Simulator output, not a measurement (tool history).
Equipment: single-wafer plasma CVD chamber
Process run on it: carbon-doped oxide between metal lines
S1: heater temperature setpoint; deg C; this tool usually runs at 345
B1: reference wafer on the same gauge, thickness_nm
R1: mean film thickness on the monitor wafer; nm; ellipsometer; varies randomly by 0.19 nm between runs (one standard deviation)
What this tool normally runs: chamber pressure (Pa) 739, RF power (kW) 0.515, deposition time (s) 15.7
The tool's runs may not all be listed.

{"run": 1, "hour": 0.0, "S1": 345, "chamber pressure (Pa)": 739, "RF power (kW)": 0.515, "deposition time (s)": 15.7, "B1": 66.109, "R1": 79.218}
{"run": 2, "hour": 31.0, "S1": 345, "chamber pressure (Pa)": 739, "RF power (kW)": 0.515, "deposition time (s)": 15.7, "B1": 66.105, "R1": 80.98}
{"run": 3, "hour": 82.1, "S1": 345, "chamber pressure (Pa)": 739, "RF power (kW)": 0.515, "deposition time (s)": 15.7, "B1": 66.088, "R1": 81.195}
{"run": 4, "hour": 152.5, "S1": 345, "chamber pressure (Pa)": 739, "RF power (kW)": 0.515, "deposition time (s)": 15.7, "B1": 66.102, "R1": 80.891}
{"run": 5, "hour": 222.6, "S1": 345, "chamber pressure (Pa)": 739, "RF power (kW)": 0.515, "deposition time (s)": 15.7, "B1": 66.126, "R1": 80.641}
{"run": 6, "hour": 287.9, "S1": 345, "chamber pressure (Pa)": 739, "RF power (kW)": 0.515, "deposition time (s)": 15.7, "B1": 66.092, "R1": 80.366}
{"run": 7, "hour": 342.9, "S1": 345, "chamber pressure (Pa)": 739, "RF power (kW)": 0.515, "deposition time (s)": 15.7, "B1": 66.141, "R1": 80.292}
{"run": 8, "hour": 376.5, "S1": 345, "chamber pressure (Pa)": 739, "RF power (kW)": 0.425, "deposition time (s)": 14.2, "B1": 66.101, "R1": 62.054}
{"run": 9, "hour": 426.3, "S1": 345, "chamber pressure (Pa)": 739, "RF power (kW)": 0.515, "deposition time (s)": 15.7, "B1": 66.103, "R1": 79.815}
{"run": 10, "hour": 462.4, "S1": 349, "chamber pressure (Pa)": 664, "RF power (kW)": 0.605, "deposition time (s)": 17.3, "B1": 66.09, "R1": 95.219}
{"run": 11, "hour": 517.8, "S1": 358, "chamber pressure (Pa)": 739, "RF power (kW)": 0.605, "deposition time (s)": 15.7, "B1": 66.123, "R1": 86.896}
{"run": 12, "hour": 545.9, "S1": 345, "chamber pressure (Pa)": 869, "RF power (kW)": 0.515, "deposition time (s)": 16.9, "B1": 66.073, "R1": 87.862}
{"run": 13, "hour": 581.1, "S1": 350, "chamber pressure (Pa)": 739, "RF power (kW)": 0.61, "deposition time (s)": 13.3, "B1": 66.128, "R1": 75.447}
{"run": 14, "hour": 643.9, "S1": 345, "chamber pressure (Pa)": 739, "RF power (kW)": 0.515, "deposition time (s)": 15.7, "B1": 66.109, "R1": 79.388}
{"run": 15, "hour": 704.8, "S1": 331, "chamber pressure (Pa)": 739, "RF power (kW)": 0.515, "deposition time (s)": 15.7, "B1": 66.119, "R1": 82.17}
{"run": 16, "hour": 763.6, "S1": 345, "chamber pressure (Pa)": 739, "RF power (kW)": 0.515, "deposition time (s)": 15.7, "B1": 66.109, "R1": 78.883}
{"run": 17, "hour": 796.8, "S1": 345, "chamber pressure (Pa)": 739, "RF power (kW)": 0.515, "deposition time (s)": 15.7, "B1": 66.094, "R1": 79.439}
{"run": 18, "hour": 840.9, "S1": 345, "chamber pressure (Pa)": 601, "RF power (kW)": 0.55, "deposition time (s)": 15.7, "B1": 66.099, "R1": 77.303}
{"run": 19, "hour": 881.2, "S1": 345, "chamber pressure (Pa)": 739, "RF power (kW)": 0.515, "deposition time (s)": 16.6, "B1": 66.068, "R1": 83.606}
{"run": 20, "hour": 931.4, "S1": 345, "chamber pressure (Pa)": 739, "RF power (kW)": 0.415, "deposition time (s)": 15.7, "B1": 66.1, "R1": 60.781}
{"run": 21, "hour": 966.7, "S1": 345, "chamber pressure (Pa)": 596, "RF power (kW)": 0.515, "deposition time (s)": 18, "B1": 66.124, "R1": 82.754}
{"run": 22, "hour": 1026.2, "S1": 345, "chamber pressure (Pa)": 835, "RF power (kW)": 0.515, "deposition time (s)": 14.4, "B1": 66.119, "R1": 73.874}
{"run": 23, "hour": 1051.3, "S1": 359, "chamber pressure (Pa)": 832, "RF power (kW)": 0.515, "deposition time (s)": 17.8, "B1": 66.099, "R1": 88.177}
{"run": 24, "hour": 1096.5, "S1": 345, "chamber pressure (Pa)": 739, "RF power (kW)": 0.515, "deposition time (s)": 18.1, "B1": 66.111, "R1": 90.516}
{"run": 25, "hour": 1135.1, "S1": 355, "chamber pressure (Pa)": 739, "RF power (kW)": 0.515, "deposition time (s)": 18.2, "B1": 66.059, "R1": 88.811}
{"run": 26, "hour": 1170.2, "S1": 345, "chamber pressure (Pa)": 739, "RF power (kW)": 0.515, "deposition time (s)": 15.7, "B1": 66.085, "R1": 78.632}
{"run": 27, "hour": 1236.9, "S1": 345, "chamber pressure (Pa)": 739, "RF power (kW)": 0.515, "deposition time (s)": 15.7, "B1": 66.092, "R1": 78.426}

Taken out of this log: 5 entries between the listed runs. Where each belongs, and how the hidden state differs across it:
From run 1 to run 2: RF generator calibrated (hour 11.7)
  delivered RF power above the setpoint (%): -3.59 -> -0.3
  measured value less the no-hidden-state value, R1: -2.169 -> -0.178 nm
From run 12 to run 13: thermocouple changed; heater temperature recalibrated (hour 580.6)
  delivered RF power above the setpoint (%): -2.44 -> -2.52
  measured value less the no-hidden-state value, R1: -1.606 -> -1.388 nm
From run 13 to run 14: capacitance manometer re-zeroed and calibrated (hour 623.8)
  delivered RF power above the setpoint (%): -2.52 -> -2.65
  measured value less the no-hidden-state value, R1: -1.388 -> -1.583 nm
From run 14 to run 15: showerhead replaced, of another model than before (hour 665)
  delivered RF power above the setpoint (%): -2.65 -> -2.77
  measured value less the no-hidden-state value, R1: -1.583 -> -2.298 nm
From run 15 to run 16: gauge calibrated (hour 748.7)
  delivered RF power above the setpoint (%): -2.77 -> -2.86
  measured value less the no-hidden-state value, R1: -2.298 -> -2.288 nm
